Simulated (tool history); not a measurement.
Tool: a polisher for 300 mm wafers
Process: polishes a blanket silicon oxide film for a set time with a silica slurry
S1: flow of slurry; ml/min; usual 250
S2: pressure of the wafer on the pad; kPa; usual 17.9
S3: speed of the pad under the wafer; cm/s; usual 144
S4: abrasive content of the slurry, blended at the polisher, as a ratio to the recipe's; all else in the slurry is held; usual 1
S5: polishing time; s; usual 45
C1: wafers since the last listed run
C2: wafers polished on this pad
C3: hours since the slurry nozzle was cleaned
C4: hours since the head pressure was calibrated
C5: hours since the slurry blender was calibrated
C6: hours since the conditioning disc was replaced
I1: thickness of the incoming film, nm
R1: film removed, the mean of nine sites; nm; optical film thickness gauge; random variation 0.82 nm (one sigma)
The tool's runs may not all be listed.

run	day	S1	S2	S3	S4	S5	C1	C2	C3	C4	C5	C6	I1	R1
1	0	250	17.9	132	1	45	0	496	107.5	530.8	68.2	25.8	1199.4	107.4
2	1.112	250	17.9	166	1	45	320	816	134.2	557.5	94.9	52.5	1182.9	126.5
3	2.962	250	17.9	166	1	45	532	1348	178.6	601.9	139.3	96.9	1204.8	125.3
4	4.508	250	17.9	166	1	45	444	1793	215.7	639	176.4	134	1186.6	122.5
# day 5.317: slurry blender recalibrated
# day 5.596: worn pad replaced by a new one
# day 6.375: conditioning disc replaced and pad reconditioned
5	11.175	250	20	144	1	45	1821	1580	375.7	799	140.6	115.2	1182.4	123.3
6	12.725	250	20	144	1	45	445	2026	412.9	836.2	177.8	152.4	1193.2	119.7
# day 12.854: conditioning disc replaced and pad reconditioned
# day 13.008: worn pad replaced by a new one
# day 15.1: slurry blender recalibrated
7	15.158	250	17.9	174	1	45	608	594	471.3	894.6	1.4	55.3	1213.2	132.5
8	17.2	250	17.9	168	1	45	587	1181	520.3	943.6	50.4	104.3	1187.1	126.9
9	19.346	250	17.9	144	1	45	617	1799	571.8	995.1	101.9	155.8	1189.4	111.5
# day 20: worn pad replaced by a new one
# day 20.371: conditioning disc replaced and pad reconditioned
# day 20.954: slurry nozzle cleaned
10	21.1	250	17.9	144	1	45	420	280	3.5	1037.2	144	17.5	1190	112.1
# day 22.55: head pressure recalibrated
# day 23.846: slurry blender recalibrated
# day 25.879: worn pad replaced by a new one
# day 26.754: conditioning disc replaced and pad reconditioned
11	28.2	250	13.1	122	1	45	1922	644	173.9	135.6	104.5	34.7	1184.3	73
12	29.521	250	17.9	144	1	33	379	1024	205.6	167.3	136.2	66.4	1185.7	82.3
13	30.617	315	13.8	144	0.7	32	315	1339	231.9	193.6	162.5	92.7	1193.8	55.9
# day 31.296: slurry blender recalibrated
# day 31.846: worn pad replaced by a new one
14	33.579	335	17.9	170	0.9	60	780	499	303	264.7	54.8	163.8	1186.8	173.3

Forecast each of these 5 alternatives for the next run:
A	33.596	250	17.9	144	1	45	4	503	303.4	265.1	55.2	164.2	1194.3	?
B	33.596	250	14.5	114	0.8	39	4	503	303.4	265.1	55.2	164.2	1194.3	?
C	33.596	215	13.8	190	0.85	45	4	503	303.4	265.1	55.2	164.2	1194.3	?
D	33.596	305	17.9	144	0.75	45	4	503	303.4	265.1	55.2	164.2	1194.3	?
E	33.596	250	17.9	172	1	45	4	503	303.4	265.1	55.2	164.2	1194.3	?

run	R1
A	113.6
B	62
C	101.8
D	106.7
E	130.8
Without the tool's hidden state the same runs would have given:
run	R1
A	114.7
B	62.6
C	102.8
D	107.8
E	132.1
